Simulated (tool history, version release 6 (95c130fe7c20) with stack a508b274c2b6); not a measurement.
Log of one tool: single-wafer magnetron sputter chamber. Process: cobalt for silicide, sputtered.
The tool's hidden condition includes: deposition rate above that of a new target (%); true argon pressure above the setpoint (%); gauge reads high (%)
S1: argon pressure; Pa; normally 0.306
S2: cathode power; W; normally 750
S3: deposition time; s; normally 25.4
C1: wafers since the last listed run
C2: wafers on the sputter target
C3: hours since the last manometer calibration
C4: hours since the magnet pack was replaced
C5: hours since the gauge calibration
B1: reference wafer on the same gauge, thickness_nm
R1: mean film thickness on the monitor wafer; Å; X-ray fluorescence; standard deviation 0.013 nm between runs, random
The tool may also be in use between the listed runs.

Run 1, hour 0: usual settings but S2 850 W; C1 0; C2 1389; C3 2136.5; C4 6463.9; C5 418; B1 9.19. Result: R1 96.27 Å.
Run 2, hour 25: usual settings; C1 520; C2 1910; C3 2161.5; C4 6488.9; C5 443; B1 9.19. Result: R1 85.86 Å.
Run 3, hour 58.5: usual settings; C1 697; C2 2608; C3 2195; C4 6522.4; C5 476.5; B1 9.191. Result: R1 85.86 Å.
Run 4, hour 125.8: usual settings; C1 1401; C2 4010; C3 2262.3; C4 6589.7; C5 543.8; B1 9.19. Result: R1 85.69 Å.
At hour 145.2: sputter target and shields replaced.
Run 5, hour 154.1: usual settings but S3 29.1 s; C1 422; C2 186; C3 2290.6; C4 6618; C5 572.1; B1 9.188. Result: R1 98.48 Å.
Run 6, hour 185.5: usual settings but S3 29.1 s; C1 654; C2 840; C3 2322; C4 6649.4; C5 603.5; B1 9.195. Result: R1 98.69 Å.
Run 7, hour 213.4: usual settings; C1 581; C2 1421; C3 2349.9; C4 6677.3; C5 631.4; B1 9.192. Result: R1 85.94 Å.
Run 8, hour 280.6: usual settings; C1 1399; C2 2821; C3 2417.1; C4 6744.5; C5 698.6; B1 9.184. Result: R1 85.8 Å.
Run 9, hour 310.6: usual settings; C1 624; C2 3446; C3 2447.1; C4 6774.5; C5 728.6; B1 9.189. Result: R1 85.76 Å.
Run 10, hour 352: usual settings; C1 862; C2 4308; C3 2488.5; C4 6815.9; C5 770; B1 9.184. Result: R1 85.37 Å.
At hour 388.9: sputter target and shields replaced.
Run 11, hour 410.2: usual settings but S1 0.426 Pa, S3 29.5 s; C1 1045; C2 443; C3 2546.7; C4 6874.1; C5 828.2; B1 9.188. Result: R1 97.2 Å.
Run 12, hour 456.9: usual settings but S1 0.188 Pa, S2 650 W, S3 20.6 s; C1 972; C2 1416; C3 2593.4; C4 6920.8; C5 874.9; B1 9.191. Result: R1 63.35 Å.
Run 13, hour 497.4: usual settings but S3 27.9 s; C1 843; C2 2260; C3 2633.9; C4 6961.3; C5 915.4; B1 9.19. Result: R1 94.42 Å.
At hour 540.2: magnet pack replaced.
Run 14, hour 553.2: usual settings but S1 0.207 Pa, S2 850 W, S3 30.4 s; C1 995; C2 3255; C3 2689.7; C4 13; C5 971.2; B1 9.188. Result: R1 117.54 Å.
At hour 587.4: capacitance manometer re-zeroed and calibrated.
Run 15, hour 600.3: usual settings but S1 0.362 Pa; C1 814; C2 4070; C3 12.9; C4 60.1; C5 1018.3; B1 9.19. Result: R1 84.16 Å.
At hour 619.3: sputter target and shields replaced.
Run 16, hour 643: usual settings but S2 900 W; C1 722; C2 493; C3 55.6; C4 102.8; C5 1061; B1 9.188. Result: R1 101.45 Å.
At hour 645.1: gauge calibrated.
Run 17, hour 707.3: usual settings but S1 0.188 Pa, S2 650 W, S3 20.6 s; C1 1339; C2 1832; C3 119.9; C4 167.1; C5 62.2; B1 9.187. Result: R1 63.05 Å.
Run 18, hour 770: usual settings; C1 1306; C2 3139; C3 182.6; C4 229.8; C5 124.9; B1 9.188. Result: R1 85.58 Å.
Run 19, hour 833.9: usual settings but S1 0.269 Pa, S2 900 W; C1 1331; C2 4470; C3 246.5; C4 293.7; C5 188.8; B1 9.187. Result: R1 102.01 Å.
At hour 844.1: sputter target and shields replaced.
Run 20, hour 903: usual settings; C1 1272; C2 1226; C3 315.6; C4 362.8; C5 257.9; B1 9.188. Result: R1 85.98 Å.

5 options for the next run, each taken on its own from the tool as it stands now. Forecast them:
Run A, hour 903.4: usual settings; C1 8; C2 1235; C3 316; C4 363.2; C5 258.3; B1 ?. Result: R1 ?.
Run B, hour 903.4: usual settings but S2 950 W; C1 8; C2 1235; C3 316; C4 363.2; C5 258.3; B1 ?. Result: R1 ?.
Run C, hour 903.4: usual settings but S1 0.352 Pa, S2 600 W, S3 29.5 s; C1 8; C2 1235; C3 316; C4 363.2; C5 258.3; B1 ?. Result: R1 ?.
Run D, hour 903.4: usual settings but S1 0.392 Pa, S2 800 W; C1 8; C2 1235; C3 316; C4 363.2; C5 258.3; B1 ?. Result: R1 ?.
Run E, hour 903.4: usual settings but S2 850 W, S3 20.4 s; C1 8; C2 1235; C3 316; C4 363.2; C5 258.3; B1 ?. Result: R1 ?.

run     B1      R1
  A  9.188   85.75
  B  9.188  106.34
  C  9.188    80.7
  D  9.188   88.91
  E  9.188   77.14
With the hidden condition removed and each run's random variation left untouched, the same runs would have given:
run     R1
  A  85.88
  B  106.5
  C  80.82
  D  89.04
  E  77.25

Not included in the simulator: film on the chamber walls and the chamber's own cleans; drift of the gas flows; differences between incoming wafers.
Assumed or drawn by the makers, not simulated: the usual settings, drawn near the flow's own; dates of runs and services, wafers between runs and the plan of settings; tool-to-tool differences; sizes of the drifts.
